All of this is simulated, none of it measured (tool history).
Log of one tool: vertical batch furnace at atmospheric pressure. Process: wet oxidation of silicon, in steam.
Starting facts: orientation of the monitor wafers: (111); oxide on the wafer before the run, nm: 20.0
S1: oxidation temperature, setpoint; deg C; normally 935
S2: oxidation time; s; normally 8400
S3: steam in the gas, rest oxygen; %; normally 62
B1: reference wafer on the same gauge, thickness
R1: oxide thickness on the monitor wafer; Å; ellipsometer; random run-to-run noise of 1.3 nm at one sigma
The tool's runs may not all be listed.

run	hour	S1	S2	S3	B1	R1
1	0.0	955	8400	62	501.85	4875.7
2	54.2	955	8400	62	502.06	4868.5
3	94.8	935	10170	62	502.20	4824.1
4	129.6	935	10170	62	502.30	4805.1
5	199.0	935	10170	62	502.46	4817.4
6	258.6	935	8400	62	502.02	4252.9
7	323.9	935	8400	62	501.72	4247.5
8	362.2	935	8400	62	502.38	4232.4
9	408.5	935	8400	62	502.49	4446.8
10	460.7	935	8400	62	502.11	4450.7
11	492.7	935	8400	62	501.92	4447.2
12	532.8	925	4530	62	502.51	2697.8
13	716.8	935	8400	62	501.98	4306.3
14	760.5	935	10170	62	501.66	4866.8
15	810.0	950	12360	66	502.12	6323.6
16	846.1	952	8400	51	502.16	4250.1
17	892.4	935	8400	62	501.31	4277.0
18	963.9	925	8400	62	502.88	3966.0
19	1013.3	924	4230	67	501.61	2579.9
20	1054.4	935	8400	62	501.20	4284.9
21	1124.4	948	9540	52	501.81	4525.2
22	1160.5	928	5700	74	501.59	3528.5

Taken out of this log: 3 entries between the listed runs. Where each belongs, and how the hidden state differs across it:
In the gap between runs 8 and 9: steam generator serviced (hour 398.1)
  true tube temperature minus thermocouple reading, K: 4.87 -> 4.95; steam share off its setpoint, % of the setpoint: -7.45 -> -0.245
  the result without the hidden state subtracted from the measured one, R1: -76.8 -> +141.8 Å
In the gap between runs 12 and 13: thermocouples replaced and temperature profile calibrated (hour 611.3); gauge calibrated (hour 698.2)
  true tube temperature minus thermocouple reading, K: 5.18 -> 0.206; steam share off its setpoint, % of the setpoint: -0.609 -> -1.15
  the result without the hidden state subtracted from the measured one, R1: +99.8 -> -27.1 Å
